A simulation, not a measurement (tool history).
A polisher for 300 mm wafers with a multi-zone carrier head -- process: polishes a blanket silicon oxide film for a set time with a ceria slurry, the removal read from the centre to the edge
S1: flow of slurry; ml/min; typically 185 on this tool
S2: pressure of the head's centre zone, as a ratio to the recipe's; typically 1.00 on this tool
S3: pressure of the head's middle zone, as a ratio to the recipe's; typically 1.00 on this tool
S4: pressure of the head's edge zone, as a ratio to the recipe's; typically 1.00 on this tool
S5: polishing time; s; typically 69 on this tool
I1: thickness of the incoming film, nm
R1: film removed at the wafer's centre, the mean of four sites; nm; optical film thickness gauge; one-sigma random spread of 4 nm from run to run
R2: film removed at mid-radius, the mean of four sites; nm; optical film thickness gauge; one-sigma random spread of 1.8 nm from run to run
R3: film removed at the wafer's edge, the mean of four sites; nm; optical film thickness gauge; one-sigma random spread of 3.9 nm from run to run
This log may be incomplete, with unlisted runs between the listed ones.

run,hour,S1,S2,S3,S4,S5,I1,R1,R2,R3
1,0.0,185,1.00,0.95,1.00,88,1040.4,352.0,344.8,354.7
2,11.0,185,1.00,0.95,1.00,88,1056.1,339.4,344.1,352.2
# hour 23.6: worn pad replaced by a new one
3,24.1,185,1.00,0.95,1.00,88,1056.3,364.0,359.8,372.7
4,33.8,160,1.00,1.00,1.00,86,1062.8,338.9,356.6,353.6
5,51.2,160,1.00,1.00,1.00,86,1047.7,335.0,344.6,338.9
6,66.3,185,1.00,1.00,1.00,69,1042.3,264.5,278.9,278.2
# hour 73.2: worn pad replaced by a new one
# hour 86.4: centre zone pressure recalibrated
# hour 88.7: carrier head's membrane replaced by a new one
7,89.2,185,1.00,1.00,1.00,69,1044.4,241.3,256.0,254.8
8,96.4,185,1.00,1.00,1.00,69,1062.6,241.1,249.0,249.2
# hour 101.6: worn pad replaced by a new one, repeated, since the last time left the tool worse
9,106.9,185,1.00,1.00,1.00,69,1034.5,276.7,292.3,295.4
10,114.2,185,1.00,1.00,1.00,69,1045.7,278.2,287.9,289.8
11,124.0,200,0.95,0.91,0.93,69,1043.6,268.5,262.6,272.9
# hour 138.5: slurry nozzle cleaned
12,139.0,185,1.00,1.05,1.00,47,1053.9,180.6,197.9,184.7
# hour 150.8: worn pad replaced by a new one
13,151.3,185,1.00,1.08,1.00,69,1068.8,280.6,315.3,292.7
# hour 154.8: edge zone pressure recalibrated
14,155.6,130,1.06,1.03,1.00,92,1064.0,388.7,383.0,366.6

Forecast run 15:
15,162.7,185,1.00,1.00,1.00,69,1051.9,?,?,?

For run 15 the tool returned R1 279.3 nm, R2 284.8 nm, R3 280.4 nm.
Take away the tool's hidden state, keep the run-to-run variation as it was, and the same run would have given R1 289.6 nm, R2 295.3 nm, R3 290.8 nm.

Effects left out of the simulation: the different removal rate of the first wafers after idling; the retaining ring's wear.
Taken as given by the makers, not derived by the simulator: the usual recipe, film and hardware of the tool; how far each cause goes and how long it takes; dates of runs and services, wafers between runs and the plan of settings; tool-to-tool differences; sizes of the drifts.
